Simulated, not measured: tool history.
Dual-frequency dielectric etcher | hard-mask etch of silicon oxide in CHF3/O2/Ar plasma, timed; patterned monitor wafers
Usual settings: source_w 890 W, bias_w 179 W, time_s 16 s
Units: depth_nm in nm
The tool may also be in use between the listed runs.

| run | hour | source_w | bias_w | time_s | wafers since the last listed run | hours since the last wet clean | hours since the last source power generator calibration | hours since the last bias power generator calibration | hours since the last upper electrode change | hours since the gauge calibration | read-back reference wafer on the same gauge, depth_nm | depth_nm |
|---|---|---|---|---|---|---|---|---|---|---|---|---|
| 1 | 0 | 890 | 179 | 16 | 0 | 255.2 | 3833.4 | 40.5 | 66.5 | 1039.2 | 38.49 | 34.74 |
| 2 | 22.2 | 890 | 179 | 16 | 423 | 277.4 | 3855.6 | 62.7 | 88.7 | 1061.4 | 38.51 | 34.75 |
| 3 | 51.2 | 890 | 179 | 16 | 553 | 306.4 | 3884.6 | 91.7 | 117.7 | 1090.4 | 38.48 | 34.76 |
| 4 | 70.7 | 890 | 179 | 16 | 372 | 325.9 | 3904.1 | 111.2 | 137.2 | 1109.9 | 38.49 | 34.94 |
|  | 115.7 | wet clean of the chamber |
| 5 | 116.2 | 1010 | 179 | 16 | 410 | 0.5 | 3949.6 | 156.7 | 182.7 | 1155.4 | 38.48 | 35.98 |
| 6 | 197 | 1070 | 179 | 12 | 1543 | 81.3 | 4030.4 | 237.5 | 263.5 | 1236.2 | 38.42 | 27.55 |
| 7 | 225.6 | 890 | 192 | 13 | 546 | 109.9 | 4059 | 266.1 | 292.1 | 1264.8 | 38.51 | 28.78 |
| 8 | 260.7 | 890 | 142 | 16 | 670 | 145 | 4094.1 | 301.2 | 327.2 | 1299.9 | 38.51 | 32.98 |
|  | 266.3 | source power generator calibrated |
|  | 292.2 | gauge calibrated |
| 9 | 294.6 | 1100 | 135 | 20.5 | 571 | 178.9 | 28.3 | 335.1 | 361.1 | 2.4 | 38.52 | 45.03 |
| 10 | 322.4 | 1020 | 179 | 16 | 530 | 206.7 | 56.1 | 362.9 | 388.9 | 30.2 | 38.55 | 36.34 |
| 11 | 345.5 | 830 | 146 | 16 | 441 | 229.8 | 79.2 | 386 | 412 | 53.3 | 38.49 | 32.42 |
| 12 | 370.8 | 890 | 179 | 20.5 | 483 | 255.1 | 104.5 | 411.3 | 437.3 | 78.6 | 38.49 | 44.47 |
| 13 | 406.7 | 700 | 156 | 12 | 685 | 291 | 140.4 | 447.2 | 473.2 | 114.5 | 38.56 | 23.6 |
|  | 434.9 | wet clean of the chamber |
| 14 | 437.4 | 890 | 215 | 13 | 127 | 2.5 | 171.1 | 477.9 | 503.9 | 145.2 | 38.5 | 29.5 |
| 15 | 466.3 | 760 | 214 | 16 | 551 | 31.4 | 200 | 506.8 | 532.8 | 174.1 | 38.44 | 34.97 |
| 16 | 501.7 | 890 | 179 | 16 | 676 | 66.8 | 235.4 | 542.2 | 568.2 | 209.5 | 38.48 | 34.96 |
| 17 | 533.8 | 890 | 179 | 16 | 613 | 98.9 | 267.5 | 574.3 | 600.3 | 241.6 | 38.51 | 35.06 |
| 18 | 548.1 | 720 | 149 | 20.5 | 273 | 113.2 | 281.8 | 588.6 | 614.6 | 255.9 | 38.53 | 40.23 |
| 19 | 565.8 | 1010 | 179 | 17.5 | 338 | 130.9 | 299.5 | 606.3 | 632.3 | 273.6 | 38.44 | 39.45 |
| 20 | 590.3 | 890 | 221 | 12.5 | 467 | 155.4 | 324 | 630.8 | 656.8 | 298.1 | 38.5 | 28.56 |
| 21 | 624.3 | 890 | 179 | 16 | 649 | 189.4 | 358 | 664.8 | 690.8 | 332.1 | 38.51 | 34.77 |
| 22 | 648.8 | 1100 | 151 | 12 | 467 | 213.9 | 382.5 | 689.3 | 715.3 | 356.6 | 38.53 | 26.88 |
| 23 | 677.9 | 830 | 146 | 16 | 555 | 243 | 411.6 | 718.4 | 744.4 | 385.7 | 38.48 | 32.69 |
| 24 | 698.6 | 890 | 179 | 16 | 395 | 263.7 | 432.3 | 739.1 | 765.1 | 406.4 | 38.51 | 34.7 |
| 25 | 720.1 | 890 | 191 | 16 | 410 | 285.2 | 453.8 | 760.6 | 786.6 | 427.9 | 38.55 | 35.45 |
| 26 | 738.5 | 780 | 137 | 13 | 351 | 303.6 | 472.2 | 779 | 805 | 446.3 | 38.48 | 25.63 |
| 27 | 772.5 | 980 | 149 | 19.5 | 649 | 337.6 | 506.2 | 813 | 839 | 480.3 | 38.48 | 41.7 |
| 28 | 788.7 | 890 | 179 | 16 | 309 | 353.8 | 522.4 | 829.2 | 855.2 | 496.5 | 38.51 | 34.76 |
|  | 818.5 | wet clean of the chamber |
| 29 | 819 | 1040 | 179 | 16 | 120 | 0.5 | 552.7 | 859.5 | 885.5 | 526.8 | 38.52 | 36.49 |

5 ways to go on from here, each from the tool as it stands after run 29. What would each give?
| A | 819.4 | 740 | 179 | 16 | 7 | 0.9 | 553.1 | 859.9 | 885.9 | 527.2 | ? | ? |
| B | 819.4 | 970 | 141 | 16 | 7 | 0.9 | 553.1 | 859.9 | 885.9 | 527.2 | ? | ? |
| C | 819.4 | 790 | 179 | 20 | 7 | 0.9 | 553.1 | 859.9 | 885.9 | 527.2 | ? | ? |
| D | 819.4 | 810 | 166 | 12 | 7 | 0.9 | 553.1 | 859.9 | 885.9 | 527.2 | ? | ? |
| E | 819.4 | 700 | 179 | 16 | 7 | 0.9 | 553.1 | 859.9 | 885.9 | 527.2 | ? | ? |

| run | read-back reference wafer on the same gauge, depth_nm | depth_nm |
|---|---|---|
| A | 38.48 | 33.2 |
| B | 38.48 | 33.99 |
| C | 38.48 | 42.28 |
| D | 38.48 | 25.09 |
| E | 38.48 | 32.69 |
Without the tool's hidden state the same runs would have given:
| run | depth_nm |
|---|---|
| A | 33.2 |
| B | 33.99 |
| C | 42.28 |
| D | 25.09 |
| E | 32.69 |

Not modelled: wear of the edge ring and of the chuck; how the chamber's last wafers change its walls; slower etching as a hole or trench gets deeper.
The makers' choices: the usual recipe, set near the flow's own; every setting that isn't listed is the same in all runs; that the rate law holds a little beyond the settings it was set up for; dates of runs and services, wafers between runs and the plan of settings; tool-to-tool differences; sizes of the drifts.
